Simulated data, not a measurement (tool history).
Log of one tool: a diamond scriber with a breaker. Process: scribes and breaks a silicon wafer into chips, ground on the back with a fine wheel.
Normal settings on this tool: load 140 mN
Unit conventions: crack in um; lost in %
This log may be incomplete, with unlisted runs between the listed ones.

run,hour,load,wafers since the last listed run,hours since the diamond tip was replaced,hours since the load on the tip was calibrated,"incoming depth of the damage left on the back of the incoming wafer, um",crack,lost
1,0,166,0,763.3,647.8,1.82,11.82,1.09
2,11.7,166,17,775,659.5,1.87,12.05,0.94
3,26.5,166,22,789.8,674.3,1.79,12.02,1.02
4,35.1,140,13,798.4,682.9,2.15,10.79,4.82
5,53.1,112,27,816.4,700.9,1.99,9.49,12.27
6,63.3,112,15,826.6,711.1,2.82,9.54,15
7,69.7,112,9,833,717.5,1.63,9.52,12.3
8,78.3,110,13,841.6,726.1,1.88,9.35,13.14
9,87.3,110,13,850.6,735.1,1.93,9.42,12.16
10,111.9,110,37,875.2,759.7,1.69,9.54,12.07
11,118.1,140,9,881.4,765.9,2.69,10.84,4.38
# hour 126.9: diamond tip replaced by a new one
12,133.6,140,20,6.7,781.4,2.92,12.93,2.25
13,140.4,140,10,13.5,788.2,2.62,12.92,1.78
14,151.6,140,17,24.7,799.4,2.53,12.81,1.53
15,159.6,122,12,32.7,807.4,1.74,11.8,1.07
16,176.7,140,25,49.8,824.5,2.82,12.75,1.85
17,193.2,126,25,66.3,841,1.87,11.95,1.09
# hour 203.9: load on the tip recalibrated
18,206.2,140,16,79.3,2.3,1.6,11.63,1.08
19,218.7,140,18,91.8,14.8,2.66,11.7,1.88
20,235.7,108,25,108.8,31.8,2.05,10.1,7.86
21,249.9,155,21,123,46,2.76,12.17,1.81
22,259.2,140,14,132.3,55.3,2.51,11.63,1.99
23,269.3,170,15,142.4,65.4,1.81,12.82,1.28
24,282.2,117,19,155.3,78.3,2,10.34,6.37
25,294.3,156,18,167.4,90.4,2.35,12.04,1.28
26,309.3,140,22,182.4,105.4,1.51,11.36,1.64
27,326.2,140,25,199.3,122.3,1.84,11.23,2.27
28,375,114,74,248.1,171.1,1.51,10.01,8.88
29,385.2,177,15,258.3,181.3,2.04,12.87,1.41

Consider 5 possible next runs. They are alternatives, not a sequence: every one starts from the tool as it was left by run 29. What does each give?
A,385.9,182,1,259,182,1.86,?,?
B,385.9,179,1,259,182,1.86,?,?
C,385.9,129,1,259,182,1.86,?,?
D,385.9,119,1,259,182,1.86,?,?
E,385.9,174,1,259,182,1.86,?,?

run,crack,lost
A,13.11,1.71
B,12.98,1.48
C,10.68,5.06
D,10.19,8.05
E,12.76,1.19
Take away the tool's hidden state, keep each run's random variation, and the runs would have read:
run,crack,lost
A,14.4,5.64
B,14.26,5.07
C,11.73,1.48
D,11.19,2.85
E,14.02,4.17
